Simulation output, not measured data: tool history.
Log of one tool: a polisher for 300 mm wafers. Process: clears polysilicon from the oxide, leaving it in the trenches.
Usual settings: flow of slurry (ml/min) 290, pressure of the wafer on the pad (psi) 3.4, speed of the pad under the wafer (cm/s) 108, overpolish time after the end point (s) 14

run   hour  flow of slurry (ml/min)  pressure of the wafer on the pad (psi)  speed of the pad under the wafer (cm/s)  overpolish time after the end point (s)  incoming thickness of the incoming film, nm  time until the end point was called (s)
  1      0                      290                                     2.7                                      108                                       19                                        597.7                                     37.9
        23  -- worn pad replaced by a new one
  2     36                      290                                     2.7                                      108                                       19                                        595.4                                     35.5
  3     60                      290                                     3.8                                      108                                       14                                        605.4                                     26.6
        68  -- slurry nozzle cleaned
  4   82.5                      290                                     3.8                                      108                                       14                                        604.4                                     25.4
  5   96.4                      290                                     3.4                                      108                                       14                                          597                                     28.8
  6  123.7                      290                                     3.4                                      108                                       14                                        598.1                                     29.9
     148.3  -- worn pad replaced by a new one
  7  148.8                      290                                     3.4                                      108                                       14                                        611.9                                     28.1
  8    211                      290                                     3.4                                      108                                       14                                        602.8                                     29.1
  9    243                      315                                     3.4                                      108                                       14                                        602.2                                     30.5
       268  -- worn pad replaced by a new one
 10  268.5                      315                                     3.4                                      108                                       14                                        597.7                                     28.8
 11    282                      290                                     3.4                                      132                                       14                                        592.5                                     24.3
 12  295.4                      290                                     3.4                                      132                                       14                                        596.4                                       25
 13  314.8                      290                                     3.4                                      132                                       14                                        604.1                                     25.3
 14  336.5                      205                                     3.4                                      142                                       14                                        602.8                                     25.9
 15  369.4                      290                                     3.4                                      108                                       14                                          609                                     32.9
     386.2  -- slurry nozzle cleaned
 16  386.7                      290                                     3.4                                      108                                       14                                        594.9                                     30.9
     401.1  -- worn pad replaced by a new one
 17  401.6                      290                                     3.4                                      108                                       14                                        601.1                                     27.9
 18  434.8                      290                                     3.4                                      108                                        9                                        595.4                                     28.5
 19  466.3                      370                                     3.4                                      108                                       14                                          594                                     28.3
     468.6  -- head pressure recalibrated
 20  483.6                      240                                     3.4                                      142                                       14                                        608.2                                     24.3
 21  506.3                      290                                     3.4                                      108                                       14                                        597.2                                     30.6
     512.2  -- worn pad replaced by a new one
 22  529.1                      290                                     3.4                                       84                                       16                                        595.5                                       34
 23  558.7                      290                                     3.4                                      108                                       11                                        596.4                                       29
 24  592.5                      360                                     3.4                                      108                                        8                                          594                                     29.1
 25  613.3                      290                                     3.4                                      108                                       14                                        598.3                                     31.2
     628.4  -- worn pad replaced by a new one
 26    638                      225                                     3.9                                      108                                       14                                        608.2                                     26.8

5 ways to go on from here, each from the tool as it stands after run 26. What would each give?
  A  638.4                      290                                     3.4                                      108                                       14                                        613.3                                        ?
  B  638.4                      250                                       3                                      108                                       14                                        613.3                                        ?
  C  638.4                      290                                     2.4                                      122                                        8                                        613.3                                        ?
  D  638.4                      220                                     2.3                                      108                                       14                                        613.3                                        ?
  E  638.4                      290                                     4.1                                      134                                       17                                        613.3                                        ?

run  time until the end point was called (s)
  A                                       30
  B                                     34.5
  C                                     38.3
  D                                     45.8
  E                                     20.7
Without the tool's hidden state the same runs would have given:
run  time until the end point was called (s)
  A                                     28.5
  B                                     32.8
  C                                     36.5
  D                                     43.2
  E                                     19.7

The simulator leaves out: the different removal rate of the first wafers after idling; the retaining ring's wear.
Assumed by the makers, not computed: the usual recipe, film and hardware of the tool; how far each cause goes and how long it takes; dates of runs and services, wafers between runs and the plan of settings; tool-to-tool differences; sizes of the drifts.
